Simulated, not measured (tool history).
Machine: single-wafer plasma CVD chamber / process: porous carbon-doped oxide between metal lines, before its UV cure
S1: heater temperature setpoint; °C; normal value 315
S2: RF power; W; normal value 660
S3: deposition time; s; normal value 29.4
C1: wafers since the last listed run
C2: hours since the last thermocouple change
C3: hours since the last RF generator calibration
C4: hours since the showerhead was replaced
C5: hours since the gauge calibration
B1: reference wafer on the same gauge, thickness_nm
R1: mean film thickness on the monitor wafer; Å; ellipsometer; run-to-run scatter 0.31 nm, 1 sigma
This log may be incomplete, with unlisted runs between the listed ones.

| run | hour | S1 | S2 | S3 | C1 | C2 | C3 | C4 | C5 | B1 | R1 |
|---|---|---|---|---|---|---|---|---|---|---|---|
| 1 | 0 | 315 | 660 | 29.4 | 0 | 872.8 | 1013.6 | 6173.3 | 153 | 160.972 | 1726.45 |
| 2 | 43.9 | 315 | 660 | 29.4 | 1410 | 916.7 | 1057.5 | 6217.2 | 196.9 | 161.097 | 1726.02 |
| 3 | 59.5 | 315 | 660 | 29.4 | 501 | 932.3 | 1073.1 | 6232.8 | 212.5 | 161.037 | 1732.24 |
| 4 | 66.5 | 315 | 685 | 29.4 | 224 | 939.3 | 1080.1 | 6239.8 | 219.5 | 160.944 | 1760.05 |
| 5 | 73.5 | 315 | 685 | 29.4 | 224 | 946.3 | 1087.1 | 6246.8 | 226.5 | 161.029 | 1751.61 |
| 6 | 87.1 | 315 | 685 | 29.4 | 437 | 959.9 | 1100.7 | 6260.4 | 240.1 | 161.063 | 1752.8 |
| 7 | 98.8 | 315 | 750 | 32.2 | 376 | 971.6 | 1112.4 | 6272.1 | 251.8 | 160.991 | 1981.1 |
|  | 156 | thermocouple changed; heater temperature recalibrated |
| 8 | 156.5 | 315 | 750 | 32.2 | 1597 | 0.5 | 1170.1 | 6329.8 | 309.5 | 160.925 | 1923.63 |
|  | 175.3 | RF generator calibrated |
| 9 | 175.8 | 315 | 660 | 29.4 | 363 | 19.8 | 0.5 | 6349.1 | 328.8 | 160.949 | 1729.09 |
| 10 | 177.2 | 315 | 660 | 29.4 | 44 | 21.2 | 1.9 | 6350.5 | 330.2 | 160.958 | 1730.3 |
| 11 | 192.3 | 315 | 660 | 29.4 | 485 | 36.3 | 17 | 6365.6 | 345.3 | 161.073 | 1729.97 |
| 12 | 201.2 | 324 | 660 | 29.4 | 286 | 45.2 | 25.9 | 6374.5 | 354.2 | 161.073 | 1638.59 |
| 13 | 209.8 | 315 | 740 | 27 | 276 | 53.8 | 34.5 | 6383.1 | 362.8 | 160.957 | 1661.38 |
|  | 258.4 | gauge calibrated |
| 14 | 262.8 | 315 | 660 | 29.4 | 1703 | 106.8 | 87.5 | 6436.1 | 4.4 | 161.038 | 1728.8 |
| 15 | 275 | 326 | 660 | 31.8 | 392 | 119 | 99.7 | 6448.3 | 16.6 | 160.986 | 1754.82 |
| 16 | 291 | 309 | 660 | 29.4 | 514 | 135 | 115.7 | 6464.3 | 32.6 | 161.032 | 1795.03 |
| 17 | 306.2 | 315 | 600 | 29.4 | 488 | 150.2 | 130.9 | 6479.5 | 47.8 | 161.019 | 1669.62 |
|  | 325.9 | showerhead replaced |
| 18 | 345 | 315 | 660 | 29.4 | 989 | 189 | 169.7 | 19.1 | 86.6 | 160.993 | 1728.93 |
| 19 | 374.9 | 304 | 580 | 27.9 | 960 | 218.9 | 199.6 | 49 | 116.5 | 161.001 | 1682.2 |
| 20 | 390.5 | 319 | 660 | 29.4 | 501 | 234.5 | 215.2 | 64.6 | 132.1 | 160.968 | 1684.13 |
| 21 | 399.6 | 325 | 540 | 34.8 | 292 | 243.6 | 224.3 | 73.7 | 141.2 | 160.997 | 1794.38 |
| 22 | 411.4 | 315 | 760 | 33.1 | 379 | 255.4 | 236.1 | 85.5 | 153 | 161.018 | 2033.69 |

Branching from run 22: 3 alternative next runs. What would each branch give?
| A | 411.8 | 315 | 660 | 29.4 | 12 | 255.8 | 236.5 | 85.9 | 153.4 | ? | ? |
| B | 411.8 | 327 | 660 | 29.4 | 12 | 255.8 | 236.5 | 85.9 | 153.4 | ? | ? |
| C | 411.8 | 305 | 725 | 33.3 | 12 | 255.8 | 236.5 | 85.9 | 153.4 | ? | ? |

| run | B1 | R1 |
|---|---|---|
| A | 161.011 | 1725.62 |
| B | 161.011 | 1610.79 |
| C | 161.011 | 2140.62 |
Take away the tool's hidden state, keep each run's random variation, and the runs would have read:
| run | R1 |
|---|---|
| A | 1734.49 |
| B | 1619.94 |
| C | 2150.36 |

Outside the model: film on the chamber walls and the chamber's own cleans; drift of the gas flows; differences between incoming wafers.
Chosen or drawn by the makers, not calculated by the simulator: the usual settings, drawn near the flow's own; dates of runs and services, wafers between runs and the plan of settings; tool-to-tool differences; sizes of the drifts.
